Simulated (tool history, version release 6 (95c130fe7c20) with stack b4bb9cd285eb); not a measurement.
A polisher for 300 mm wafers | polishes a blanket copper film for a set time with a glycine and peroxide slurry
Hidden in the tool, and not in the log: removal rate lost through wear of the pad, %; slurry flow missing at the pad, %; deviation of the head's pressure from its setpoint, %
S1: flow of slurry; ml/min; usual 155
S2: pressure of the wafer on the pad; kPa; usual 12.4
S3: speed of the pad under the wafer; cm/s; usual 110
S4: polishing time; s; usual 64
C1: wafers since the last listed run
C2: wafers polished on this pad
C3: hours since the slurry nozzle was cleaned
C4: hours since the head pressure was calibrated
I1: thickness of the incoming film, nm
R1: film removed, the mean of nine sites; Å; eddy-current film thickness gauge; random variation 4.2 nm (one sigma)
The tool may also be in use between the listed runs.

Run 1, hour 0.0: usual settings; C1 0; C2 585; C3 835.2; C4 343.1; I1 1705.8. Result: R1 2741 Å.
Run 2, hour 6.4: usual settings; C1 85; C2 671; C3 841.6; C4 349.5; I1 1721.5. Result: R1 2618 Å.
At hour 18.6: worn pad replaced by a new one.
Run 3, hour 19.1: usual settings but S4 50 s; C1 115; C2 6; C3 854.3; C4 362.2; I1 1694.4. Result: R1 2192 Å.
Run 4, hour 33.0: usual settings but S4 50 s; C1 185; C2 191; C3 868.2; C4 376.1; I1 1690.1. Result: R1 2174 Å.
Run 5, hour 50.9: usual settings but S4 50 s; C1 238; C2 429; C3 886.1; C4 394.0; I1 1735.2. Result: R1 2147 Å.
Run 6, hour 62.2: usual settings but S1 180 ml/min, S4 47 s; C1 150; C2 580; C3 897.4; C4 405.3; I1 1685.6. Result: R1 2015 Å.
Run 7, hour 68.9: usual settings but S1 180 ml/min, S4 47 s; C1 89; C2 669; C3 904.1; C4 412.0; I1 1715.7. Result: R1 1951 Å.
At hour 81.3: worn pad replaced by a new one.
Run 8, hour 81.8: usual settings but S4 56 s; C1 118; C2 6; C3 917.0; C4 424.9; I1 1719.6. Result: R1 2478 Å.
Run 9, hour 89.3: usual settings but S1 140 ml/min, S4 79 s; C1 99; C2 106; C3 924.5; C4 432.4; I1 1719.6. Result: R1 3344 Å.
Run 10, hour 104.0: usual settings but S1 140 ml/min, S4 79 s; C1 195; C2 302; C3 939.2; C4 447.1; I1 1688.1. Result: R1 3419 Å.
Run 11, hour 112.6: usual settings; C1 114; C2 417; C3 947.8; C4 455.7; I1 1676.0. Result: R1 2698 Å.
At hour 123.5: slurry nozzle cleaned.
Run 12, hour 124.0: usual settings; C1 138; C2 555; C3 0.5; C4 467.1; I1 1707.2. Result: R1 2704 Å.
Run 13, hour 137.8: usual settings but S1 130 ml/min, S3 102 cm/s; C1 183; C2 739; C3 14.3; C4 480.9; I1 1716.4. Result: R1 2520 Å.
At hour 144.4: worn pad replaced by a new one.
Run 14, hour 144.9: usual settings but S2 13.8 kPa; C1 41; C2 6; C3 21.4; C4 488.0; I1 1705.8. Result: R1 3095 Å.
Run 15, hour 155.5: usual settings but S4 84 s; C1 141; C2 148; C3 32.0; C4 498.6; I1 1690.4. Result: R1 3653 Å.
Run 16, hour 168.5: usual settings but S1 135 ml/min, S2 9.7 kPa, S3 90 cm/s; C1 173; C2 321; C3 45.0; C4 511.6; I1 1691.3. Result: R1 2133 Å.
Run 17, hour 183.1: usual settings but S1 135 ml/min, S2 9.7 kPa, S3 122 cm/s, S4 76 s; C1 194; C2 515; C3 59.6; C4 526.2; I1 1683.9. Result: R1 2755 Å.
At hour 197.0: worn pad replaced by a new one.
Run 18, hour 198.5: usual settings; C1 151; C2 19; C3 75.0; C4 541.6; I1 1694.0. Result: R1 2929 Å.
At hour 203.2: head pressure recalibrated.
Run 19, hour 207.0: usual settings; C1 86; C2 105; C3 83.5; C4 3.8; I1 1709.9. Result: R1 2836 Å.
Run 20, hour 215.6: usual settings but S2 15.2 kPa, S4 54 s; C1 114; C2 220; C3 92.1; C4 12.4; I1 1693.3. Result: R1 2726 Å.
Run 21, hour 229.6: usual settings but S4 84 s; C1 186; C2 406; C3 106.1; C4 26.4; I1 1705.9. Result: R1 3656 Å.
Run 22, hour 240.7: usual settings but S1 130 ml/min, S3 102 cm/s; C1 147; C2 554; C3 117.2; C4 37.5; I1 1698.9. Result: R1 2529 Å.
Run 23, hour 247.5: usual settings but S4 73 s; C1 90; C2 645; C3 124.0; C4 44.3; I1 1697.0. Result: R1 2976 Å.
At hour 254.2: worn pad replaced by a new one.
Run 24, hour 259.7: usual settings but S1 190 ml/min, S2 13.8 kPa; C1 109; C2 72; C3 136.2; C4 56.5; I1 1711.3. Result: R1 3144 Å.
Run 25, hour 268.9: usual settings but S4 55 s; C1 122; C2 195; C3 145.4; C4 65.7; I1 1709.8. Result: R1 2377 Å.
Run 26, hour 285.4: usual settings but S1 110 ml/min, S3 122 cm/s; C1 219; C2 415; C3 161.9; C4 82.2; I1 1682.3. Result: R1 2694 Å.
Run 27, hour 296.6: usual settings but S1 125 ml/min, S2 9.7 kPa, S3 90 cm/s, S4 48 s; C1 149; C2 564; C3 173.1; C4 93.4; I1 1683.3. Result: R1 1512 Å.

4 ways to go on from here, each from the tool as it stands after run 27. What would each give?
Run A, hour 297.0: usual settings; C1 5; C2 569; C3 173.5; C4 93.8; I1 1721.8. Result: R1 ?.
Run B, hour 297.0: usual settings but S1 140 ml/min, S2 13.8 kPa, S4 80 s; C1 5; C2 569; C3 173.5; C4 93.8; I1 1721.8. Result: R1 ?.
Run C, hour 297.0: usual settings but S1 180 ml/min, S4 70 s; C1 5; C2 569; C3 173.5; C4 93.8; I1 1721.8. Result: R1 ?.
Run D, hour 297.0: usual settings but S1 130 ml/min, S3 126 cm/s, S4 80 s; C1 5; C2 569; C3 173.5; C4 93.8; I1 1721.8. Result: R1 ?.

run    R1
  A  2653
  B  3538
  C  2969
  D  3431
Without the tool's hidden state the same runs would have given:
run    R1
  A  2820
  B  3761
  C  3156
  D  3647

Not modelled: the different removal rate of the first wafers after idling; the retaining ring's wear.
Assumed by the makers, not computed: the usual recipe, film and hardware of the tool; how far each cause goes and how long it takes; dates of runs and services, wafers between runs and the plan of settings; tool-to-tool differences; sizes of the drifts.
